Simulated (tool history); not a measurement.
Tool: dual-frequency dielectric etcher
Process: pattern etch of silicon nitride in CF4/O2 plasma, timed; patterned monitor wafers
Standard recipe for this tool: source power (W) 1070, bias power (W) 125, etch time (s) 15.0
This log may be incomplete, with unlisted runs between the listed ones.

run	day	source power (W)	bias power (W)	etch time (s)	read-back reference wafer on the same gauge, depth_nm	mean etch depth across the wafer (angstrom)
1	0.000	1070	125	15.0	45.4	491
2	0.662	1070	125	15.0	45.3	486
3	2.042	1070	125	15.0	45.4	484
4	2.850	1070	125	15.0	45.4	484
5	3.958	1070	125	15.0	45.5	487
6	4.858	1260	125	15.0	45.3	535
7	5.392	1260	125	15.0	45.4	530
8	6.858	1070	125	15.0	45.4	482
9	8.242	1070	125	15.0	45.4	482
10	9.175	1070	125	15.0	45.4	478
# day 10.762: source power generator calibrated
11	10.783	1070	125	15.0	45.4	482
12	11.579	1070	125	15.0	45.4	472
13	12.483	890	115	12.5	45.5	349
# day 14.467: upper electrode replaced
# day 15.275: gauge calibrated
14	16.925	1070	111	15.0	45.4	455
# day 18.421: bias power generator calibrated
# day 19.017: wet clean of the chamber
15	20.167	960	154	12.5	45.5	403
16	21.462	840	125	15.0	45.5	428
17	21.975	1070	125	15.0	45.3	491
18	22.633	1150	140	13.5	45.4	474
19	23.529	1070	125	15.0	45.4	493
20	24.200	1070	125	15.0	45.4	491
21	25.683	1070	125	18.5	45.5	600
22	26.592	820	139	11.0	45.4	311
23	27.683	1070	125	11.0	45.4	356

Consider 5 possible next runs. They are alternatives, not a sequence: every one starts from the tool as it was left by run 23. What does each give?
A	27.700	820	125	15.0	?	?
B	27.700	1070	139	13.5	?	?
C	27.700	900	153	12.0	?	?
D	27.700	860	125	15.0	?	?
E	27.700	810	111	15.0	?	?

run	read-back reference wafer on the same gauge, depth_nm	mean etch depth across the wafer (angstrom)
A	45.4	417
B	45.4	446
C	45.4	367
D	45.4	428
E	45.4	405
Had the tool no hidden state, the same runs would have come out as:
run	mean etch depth across the wafer (angstrom)
A	425
B	454
C	373
D	436
E	412

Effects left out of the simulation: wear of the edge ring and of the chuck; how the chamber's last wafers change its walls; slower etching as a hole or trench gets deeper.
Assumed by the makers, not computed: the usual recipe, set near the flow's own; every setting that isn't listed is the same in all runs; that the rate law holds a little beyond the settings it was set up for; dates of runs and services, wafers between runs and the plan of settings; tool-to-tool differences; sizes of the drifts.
